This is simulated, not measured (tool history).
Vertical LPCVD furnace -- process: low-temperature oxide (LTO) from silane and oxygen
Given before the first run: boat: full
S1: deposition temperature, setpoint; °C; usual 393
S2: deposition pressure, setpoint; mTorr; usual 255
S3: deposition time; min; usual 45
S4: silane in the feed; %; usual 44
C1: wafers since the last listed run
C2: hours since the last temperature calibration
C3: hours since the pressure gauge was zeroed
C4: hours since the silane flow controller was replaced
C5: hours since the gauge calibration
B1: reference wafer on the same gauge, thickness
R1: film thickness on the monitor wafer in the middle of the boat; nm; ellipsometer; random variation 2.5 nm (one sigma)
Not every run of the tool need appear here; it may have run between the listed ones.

run,hour,S1,S2,S3,S4,C1,C2,C3,C4,C5,B1,R1
1,0,393,255,45,48,0,908.2,2608.3,2902.5,759.8,534.95,611.23
2,95.9,393,255,45,44,1705,1004.1,2704.2,2998.4,855.7,534.16,565.79
3,188.9,393,255,45,44,1654,1097.1,2797.2,3091.4,948.7,535.09,569.61
4,292.4,393,255,45,44,1841,1200.6,2900.7,3194.9,1052.2,535.54,567.3
5,385.3,393,255,45,44,1652,1293.5,2993.6,3287.8,1145.1,534.64,569.11
6,430.1,393,255,45,44,796,1338.3,3038.4,3332.6,1189.9,534.44,571.09
7,496.3,393,255,45,41,1177,1404.5,3104.6,3398.8,1256.1,534.49,531.98
8,546.7,393,255,45,44,896,1454.9,3155,3449.2,1306.5,535.5,572.61
9,588.2,393,255,45,44,738,1496.4,3196.5,3490.7,1348,535.55,571.3
10,694.3,393,205,45,44,1887,1602.5,3302.6,3596.8,1454.1,534.46,458.41
11,733.6,393,205,45,44,699,1641.8,3341.9,3636.1,1493.4,534.63,465.71
12,807.7,393,205,45,44,1318,1715.9,3416,3710.2,1567.5,535.93,465.5
13,882.1,398,255,38,44,1323,1790.3,3490.4,3784.6,1641.9,534.34,511.77
14,1143.5,398,255,38,44,4649,2051.7,3751.8,4046,1903.3,534.54,519.13
15,1180.6,400,255,62.5,37,659,2088.8,3788.9,4083.1,1940.4,535.03,714.89
# hour 1210.7: silane flow controller replaced
16,1226.3,401,290,45,44,386,2134.5,3834.6,15.6,1986.1,534.93,697.33
17,1271.3,383,315,45,38,800,2179.5,3879.6,60.6,2031.1,534.79,519.99
# hour 1297.9: thermocouples replaced and temperature profile calibrated
18,1493.1,386,295,39,44,3518,195.2,4101.4,282.4,2252.9,535.54,506.24
19,1594.9,388,255,32,44,1810,297,4203.2,384.2,2354.7,534.14,368.34
# hour 1676.5: gauge calibrated
20,1692.3,389,255,45,44,1732,394.4,4300.6,481.6,15.8,534.81,533.13
21,1733.5,393,280,38,40,732,435.6,4341.8,522.8,57,534.99,461.76
22,1823,386,220,45,44,1592,525.1,4431.3,612.3,146.5,534.6,441.58
# hour 1867.8: pressure gauge zeroed
23,1924.5,393,255,45,44,1378,626.6,56.7,713.8,248,534.88,553.8
24,2024.5,393,255,45,44,1778,726.6,156.7,813.8,348,535.05,550.99
25,2069.8,393,255,45,44,805,771.9,202,859.1,393.3,535.23,557.56
26,2146.5,393,200,52.5,44,1364,848.6,278.7,935.8,470,534.75,508.4
27,2251.2,393,230,45,44,1862,953.3,383.4,1040.5,574.7,534.57,508.67
28,2338.9,393,255,45,44,1560,1041,471.1,1128.2,662.4,535.74,561.92
29,2377.9,400,255,39,41,693,1080,510.1,1167.2,701.4,534.42,486.54

What if the next run were any one of these 3? Each begins from the tool's condition after run 29:
A,2382.2,393,275,45,44,76,1084.3,514.4,1171.5,705.7,?,?
B,2382.2,393,255,62.5,39,76,1084.3,514.4,1171.5,705.7,?,?
C,2382.2,393,255,45,38,76,1084.3,514.4,1171.5,705.7,?,?

run,B1,R1
A,534.62,603.97
B,534.62,679.87
C,534.62,474.35
The same runs, with their run-to-run variation unchanged, on a tool lacking any hidden condition would have given:
run,R1
A,579.23
B,647.9
C,451.47
